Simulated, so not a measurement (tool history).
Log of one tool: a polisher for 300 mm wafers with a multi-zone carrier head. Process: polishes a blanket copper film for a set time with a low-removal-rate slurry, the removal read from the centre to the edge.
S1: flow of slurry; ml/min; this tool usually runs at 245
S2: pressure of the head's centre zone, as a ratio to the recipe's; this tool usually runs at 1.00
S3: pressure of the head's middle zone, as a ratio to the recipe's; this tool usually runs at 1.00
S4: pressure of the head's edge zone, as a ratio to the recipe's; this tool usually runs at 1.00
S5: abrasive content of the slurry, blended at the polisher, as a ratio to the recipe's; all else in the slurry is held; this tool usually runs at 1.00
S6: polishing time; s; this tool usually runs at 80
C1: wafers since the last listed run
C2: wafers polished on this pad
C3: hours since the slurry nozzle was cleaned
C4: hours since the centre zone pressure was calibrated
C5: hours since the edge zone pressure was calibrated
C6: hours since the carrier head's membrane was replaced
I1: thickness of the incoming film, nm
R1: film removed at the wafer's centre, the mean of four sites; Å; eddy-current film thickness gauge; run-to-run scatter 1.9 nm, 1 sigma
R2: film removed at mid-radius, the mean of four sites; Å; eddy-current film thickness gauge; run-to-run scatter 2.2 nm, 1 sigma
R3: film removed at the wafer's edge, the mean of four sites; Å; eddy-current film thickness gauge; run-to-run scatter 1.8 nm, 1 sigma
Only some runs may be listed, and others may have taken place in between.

{"run": 1, "day": 0.0, "S1": 245, "S2": 1.0, "S3": 1.0, "S4": 1.0, "S5": 1.0, "S6": 80, "C1": 0, "C2": 1980, "C3": 372.5, "C4": 291.8, "C5": 932.7, "C6": 122.5, "I1": 1333.5, "R1": 1746, "R2": 1731, "R3": 1773}
{"run": 2, "day": 0.529, "S1": 245, "S2": 1.0, "S3": 1.0, "S4": 1.0, "S5": 1.0, "S6": 80, "C1": 175, "C2": 2156, "C3": 385.2, "C4": 304.5, "C5": 945.4, "C6": 135.2, "I1": 1313.6, "R1": 1749, "R2": 1754, "R3": 1801}
{"run": 3, "day": 1.267, "S1": 245, "S2": 1.0, "S3": 1.0, "S4": 0.93, "S5": 1.0, "S6": 80, "C1": 244, "C2": 2400, "C3": 402.9, "C4": 322.2, "C5": 963.1, "C6": 152.9, "I1": 1351.9, "R1": 1744, "R2": 1727, "R3": 1713}
{"run": 4, "day": 2.1, "S1": 245, "S2": 1.0, "S3": 0.92, "S4": 1.0, "S5": 1.3, "S6": 80, "C1": 276, "C2": 2677, "C3": 422.9, "C4": 342.2, "C5": 983.1, "C6": 172.9, "I1": 1340.5, "R1": 1858, "R2": 1733, "R3": 1951}
{"day": 2.275, "done": "worn pad replaced by a new one"}
{"run": 5, "day": 3.1, "S1": 295, "S2": 1.0, "S3": 1.0, "S4": 1.0, "S5": 0.85, "S6": 80, "C1": 276, "C2": 273, "C3": 446.9, "C4": 366.2, "C5": 1007.1, "C6": 196.9, "I1": 1350.6, "R1": 1708, "R2": 1669, "R3": 1743}
{"run": 6, "day": 3.979, "S1": 245, "S2": 1.0, "S3": 1.0, "S4": 1.0, "S5": 1.0, "S6": 80, "C1": 291, "C2": 565, "C3": 468.0, "C4": 387.3, "C5": 1028.2, "C6": 218.0, "I1": 1325.6, "R1": 1712, "R2": 1724, "R3": 1746}
{"day": 4.783, "done": "centre zone pressure recalibrated"}
{"run": 7, "day": 5.033, "S1": 245, "S2": 1.0, "S3": 0.92, "S4": 1.0, "S5": 1.3, "S6": 80, "C1": 322, "C2": 887, "C3": 493.3, "C4": 6.0, "C5": 1053.5, "C6": 243.3, "I1": 1315.1, "R1": 1890, "R2": 1770, "R3": 1919}
{"run": 8, "day": 6.475, "S1": 245, "S2": 1.0, "S3": 0.92, "S4": 1.0, "S5": 1.25, "S6": 80, "C1": 478, "C2": 1365, "C3": 527.9, "C4": 40.6, "C5": 1088.1, "C6": 277.9, "I1": 1336.4, "R1": 1818, "R2": 1716, "R3": 1894}
{"run": 9, "day": 7.608, "S1": 245, "S2": 1.0, "S3": 1.0, "S4": 1.0, "S5": 0.85, "S6": 80, "C1": 375, "C2": 1741, "C3": 555.1, "C4": 67.8, "C5": 1115.3, "C6": 305.1, "I1": 1323.6, "R1": 1603, "R2": 1561, "R3": 1641}
{"run": 10, "day": 8.138, "S1": 285, "S2": 1.1, "S3": 1.0, "S4": 1.0, "S5": 1.0, "S6": 102, "C1": 175, "C2": 1917, "C3": 567.8, "C4": 80.5, "C5": 1128.0, "C6": 317.8, "I1": 1345.8, "R1": 2442, "R2": 2220, "R3": 2294}
{"day": 8.875, "done": "edge zone pressure recalibrated"}
{"run": 11, "day": 8.896, "S1": 245, "S2": 1.0, "S3": 1.0, "S4": 1.0, "S5": 1.0, "S6": 80, "C1": 223, "C2": 2141, "C3": 586.0, "C4": 98.7, "C5": 0.5, "C6": 336.0, "I1": 1319.0, "R1": 1667, "R2": 1656, "R3": 1706}
{"run": 12, "day": 10.029, "S1": 245, "S2": 1.0, "S3": 1.0, "S4": 1.11, "S5": 1.0, "S6": 80, "C1": 375, "C2": 2517, "C3": 613.2, "C4": 125.9, "C5": 27.7, "C6": 363.2, "I1": 1321.5, "R1": 1695, "R2": 1621, "R3": 1843}
{"day": 10.362, "done": "worn pad replaced by a new one"}
{"run": 13, "day": 11.25, "S1": 190, "S2": 1.0, "S3": 1.0, "S4": 1.06, "S5": 1.3, "S6": 61, "C1": 349, "C2": 295, "C3": 642.5, "C4": 155.2, "C5": 57.0, "C6": 392.5, "I1": 1311.4, "R1": 1259, "R2": 1293, "R3": 1428}
{"run": 14, "day": 12.096, "S1": 310, "S2": 1.0, "S3": 1.0, "S4": 1.0, "S5": 1.15, "S6": 80, "C1": 280, "C2": 575, "C3": 662.8, "C4": 175.5, "C5": 77.3, "C6": 412.8, "I1": 1348.2, "R1": 1826, "R2": 1867, "R3": 1878}
{"day": 12.475, "done": "slurry nozzle cleaned"}
{"run": 15, "day": 13.508, "S1": 325, "S2": 1.0, "S3": 1.1, "S4": 1.0, "S5": 1.25, "S6": 80, "C1": 454, "C2": 1030, "C3": 24.8, "C4": 209.4, "C5": 111.2, "C6": 446.7, "I1": 1316.4, "R1": 2085, "R2": 2226, "R3": 2069}
{"run": 16, "day": 14.062, "S1": 245, "S2": 1.0, "S3": 1.0, "S4": 1.0, "S5": 1.0, "S6": 55, "C1": 183, "C2": 1214, "C3": 38.1, "C4": 222.7, "C5": 124.5, "C6": 460.0, "I1": 1350.9, "R1": 1277, "R2": 1274, "R3": 1280}
{"run": 17, "day": 15.138, "S1": 245, "S2": 1.0, "S3": 1.0, "S4": 1.0, "S5": 1.0, "S6": 80, "C1": 356, "C2": 1570, "C3": 63.9, "C4": 248.5, "C5": 150.3, "C6": 485.8, "I1": 1344.2, "R1": 1824, "R2": 1849, "R3": 1850}
{"run": 18, "day": 16.079, "S1": 245, "S2": 1.0, "S3": 1.0, "S4": 1.0, "S5": 1.0, "S6": 80, "C1": 312, "C2": 1883, "C3": 86.5, "C4": 271.1, "C5": 172.9, "C6": 508.4, "I1": 1315.0, "R1": 1851, "R2": 1833, "R3": 1830}
{"day": 19.129, "done": "worn pad replaced by a new one"}
{"run": 19, "day": 20.054, "S1": 245, "S2": 1.08, "S3": 0.97, "S4": 1.0, "S5": 1.0, "S6": 80, "C1": 1263, "C2": 307, "C3": 181.9, "C4": 366.5, "C5": 268.3, "C6": 603.8, "I1": 1317.9, "R1": 1989, "R2": 1801, "R3": 1850}
{"run": 20, "day": 20.896, "S1": 245, "S2": 1.0, "S3": 1.0, "S4": 1.06, "S5": 1.1, "S6": 67, "C1": 279, "C2": 586, "C3": 202.1, "C4": 386.7, "C5": 288.5, "C6": 624.0, "I1": 1324.5, "R1": 1581, "R2": 1566, "R3": 1641}
{"day": 21.458, "done": "centre zone pressure recalibrated"}
{"run": 21, "day": 22.758, "S1": 245, "S2": 1.0, "S3": 0.95, "S4": 1.0, "S5": 1.0, "S6": 80, "C1": 590, "C2": 1176, "C3": 246.8, "C4": 31.2, "C5": 333.2, "C6": 668.7, "I1": 1327.1, "R1": 1784, "R2": 1727, "R3": 1856}
{"run": 22, "day": 23.529, "S1": 245, "S2": 1.0, "S3": 1.09, "S4": 0.9, "S5": 0.85, "S6": 80, "C1": 255, "C2": 1432, "C3": 265.3, "C4": 49.7, "C5": 351.7, "C6": 687.2, "I1": 1324.8, "R1": 1720, "R2": 1850, "R3": 1609}

3 ways to go on from here, each from the tool as it stands after run 22. What would each give?
{"run": "A", "day": 23.546, "S1": 220, "S2": 1.0, "S3": 1.0, "S4": 1.0, "S5": 1.0, "S6": 80, "C1": 5, "C2": 1438, "C3": 265.7, "C4": 50.1, "C5": 352.1, "C6": 687.6, "I1": 1332.9, "R1": "?", "R2": "?", "R3": "?"}
{"run": "B", "day": 23.546, "S1": 160, "S2": 1.0, "S3": 0.92, "S4": 1.0, "S5": 1.1, "S6": 80, "C1": 5, "C2": 1438, "C3": 265.7, "C4": 50.1, "C5": 352.1, "C6": 687.6, "I1": 1332.9, "R1": "?", "R2": "?", "R3": "?"}
{"run": "C", "day": 23.546, "S1": 305, "S2": 0.91, "S3": 1.12, "S4": 1.0, "S5": 1.0, "S6": 106, "C1": 5, "C2": 1438, "C3": 265.7, "C4": 50.1, "C5": 352.1, "C6": 687.6, "I1": 1332.9, "R1": "?", "R2": "?", "R3": "?"}

run=A R1=1818 R2=1764 R3=1796
run=B R1=1741 R2=1590 R3=1771
run=C R1=2312 R2=2702 R3=2462
Had the tool no hidden state, the same runs would have come out as:
run=A R1=1870 R2=1809 R3=1830
run=B R1=1813 R2=1648 R3=1817
run=C R1=2358 R2=2750 R3=2496
